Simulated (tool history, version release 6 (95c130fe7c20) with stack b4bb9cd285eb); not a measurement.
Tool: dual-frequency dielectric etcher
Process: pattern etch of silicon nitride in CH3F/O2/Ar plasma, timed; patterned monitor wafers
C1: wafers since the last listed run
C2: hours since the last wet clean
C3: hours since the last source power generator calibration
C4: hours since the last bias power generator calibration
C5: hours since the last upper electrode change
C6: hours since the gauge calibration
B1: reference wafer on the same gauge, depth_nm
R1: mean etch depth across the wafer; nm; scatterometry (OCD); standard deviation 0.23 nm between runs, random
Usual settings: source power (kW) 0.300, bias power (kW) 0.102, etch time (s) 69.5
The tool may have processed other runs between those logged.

{"run": 1, "hour": 0.0, "source power (kW)": 0.3, "bias power (kW)": 0.102, "etch time (s)": 69.5, "C1": 0, "C2": 308.6, "C3": 2068.8, "C4": 3838.1, "C5": 3026.0, "C6": 182.2, "B1": 58.56, "R1": 51.91}
{"run": 2, "hour": 17.3, "source power (kW)": 0.36, "bias power (kW)": 0.102, "etch time (s)": 79.5, "C1": 118, "C2": 325.9, "C3": 2086.1, "C4": 3855.4, "C5": 3043.3, "C6": 199.5, "B1": 58.6, "R1": 62.9}
{"run": 3, "hour": 24.8, "source power (kW)": 0.36, "bias power (kW)": 0.102, "etch time (s)": 79.5, "C1": 51, "C2": 333.4, "C3": 2093.6, "C4": 3862.9, "C5": 3050.8, "C6": 207.0, "B1": 58.49, "R1": 63.08}
{"run": 4, "hour": 35.8, "source power (kW)": 0.36, "bias power (kW)": 0.102, "etch time (s)": 79.5, "C1": 75, "C2": 344.4, "C3": 2104.6, "C4": 3873.9, "C5": 3061.8, "C6": 218.0, "B1": 58.58, "R1": 62.53}
{"run": 5, "hour": 47.6, "source power (kW)": 0.3, "bias power (kW)": 0.102, "etch time (s)": 69.5, "C1": 81, "C2": 356.2, "C3": 2116.4, "C4": 3885.7, "C5": 3073.6, "C6": 229.8, "B1": 58.58, "R1": 52.25}
{"run": 6, "hour": 61.1, "source power (kW)": 0.3, "bias power (kW)": 0.102, "etch time (s)": 69.5, "C1": 92, "C2": 369.7, "C3": 2129.9, "C4": 3899.2, "C5": 3087.1, "C6": 243.3, "B1": 58.53, "R1": 51.98}
{"run": 7, "hour": 70.8, "source power (kW)": 0.3, "bias power (kW)": 0.102, "etch time (s)": 69.5, "C1": 66, "C2": 379.4, "C3": 2139.6, "C4": 3908.9, "C5": 3096.8, "C6": 253.0, "B1": 58.55, "R1": 52.51}
{"run": 8, "hour": 81.6, "source power (kW)": 0.3, "bias power (kW)": 0.102, "etch time (s)": 69.5, "C1": 74, "C2": 390.2, "C3": 2150.4, "C4": 3919.7, "C5": 3107.6, "C6": 263.8, "B1": 58.59, "R1": 52.56}
{"run": 9, "hour": 96.3, "source power (kW)": 0.3, "bias power (kW)": 0.102, "etch time (s)": 61.5, "C1": 100, "C2": 404.9, "C3": 2165.1, "C4": 3934.4, "C5": 3122.3, "C6": 278.5, "B1": 58.67, "R1": 46.36}
{"hour": 128.7, "done": "wet clean of the chamber"}
{"run": 10, "hour": 129.2, "source power (kW)": 0.3, "bias power (kW)": 0.102, "etch time (s)": 69.5, "C1": 61, "C2": 0.5, "C3": 2198.0, "C4": 3967.3, "C5": 3155.2, "C6": 311.4, "B1": 58.61, "R1": 50.03}
{"run": 11, "hour": 129.6, "source power (kW)": 0.3, "bias power (kW)": 0.102, "etch time (s)": 69.5, "C1": 2, "C2": 0.9, "C3": 2198.4, "C4": 3967.7, "C5": 3155.6, "C6": 311.8, "B1": 58.5, "R1": 50.2}
{"run": 12, "hour": 137.7, "source power (kW)": 0.3, "bias power (kW)": 0.102, "etch time (s)": 69.5, "C1": 55, "C2": 9.0, "C3": 2206.5, "C4": 3975.8, "C5": 3163.7, "C6": 319.9, "B1": 58.65, "R1": 50.55}
{"hour": 153.2, "done": "source power generator calibrated"}
{"run": 13, "hour": 155.4, "source power (kW)": 0.3, "bias power (kW)": 0.102, "etch time (s)": 69.5, "C1": 94, "C2": 26.7, "C3": 2.2, "C4": 3993.5, "C5": 3181.4, "C6": 337.6, "B1": 58.59, "R1": 50.6}
{"hour": 162.0, "done": "bias power generator calibrated"}
{"run": 14, "hour": 169.1, "source power (kW)": 0.3, "bias power (kW)": 0.102, "etch time (s)": 69.5, "C1": 66, "C2": 40.4, "C3": 15.9, "C4": 7.1, "C5": 3195.1, "C6": 351.3, "B1": 58.63, "R1": 50.45}
{"hour": 214.4, "done": "upper electrode replaced"}
{"run": 15, "hour": 214.9, "source power (kW)": 0.3, "bias power (kW)": 0.102, "etch time (s)": 69.5, "C1": 149, "C2": 86.2, "C3": 61.7, "C4": 52.9, "C5": 0.5, "C6": 397.1, "B1": 58.68, "R1": 50.57}
{"run": 16, "hour": 225.3, "source power (kW)": 0.3, "bias power (kW)": 0.117, "etch time (s)": 84.5, "C1": 71, "C2": 96.6, "C3": 72.1, "C4": 63.3, "C5": 10.9, "C6": 407.5, "B1": 58.67, "R1": 63.54}
{"hour": 236.5, "done": "gauge calibrated"}
{"run": 17, "hour": 242.7, "source power (kW)": 0.3, "bias power (kW)": 0.102, "etch time (s)": 69.5, "C1": 119, "C2": 114.0, "C3": 89.5, "C4": 80.7, "C5": 28.3, "C6": 6.2, "B1": 58.63, "R1": 50.35}

Expected results for the next run?
{"run": 18, "hour": 253.7, "source power (kW)": 0.35, "bias power (kW)": 0.085, "etch time (s)": 90.0, "C1": 75, "C2": 125.0, "C3": 100.5, "C4": 91.7, "C5": 39.3, "C6": 17.2, "B1": "?", "R1": "?"}

{"run 18": {"B1": 58.53, "R1": 66.11}}
With no hidden state in the tool, this same run would have given R1 65.50 nm.
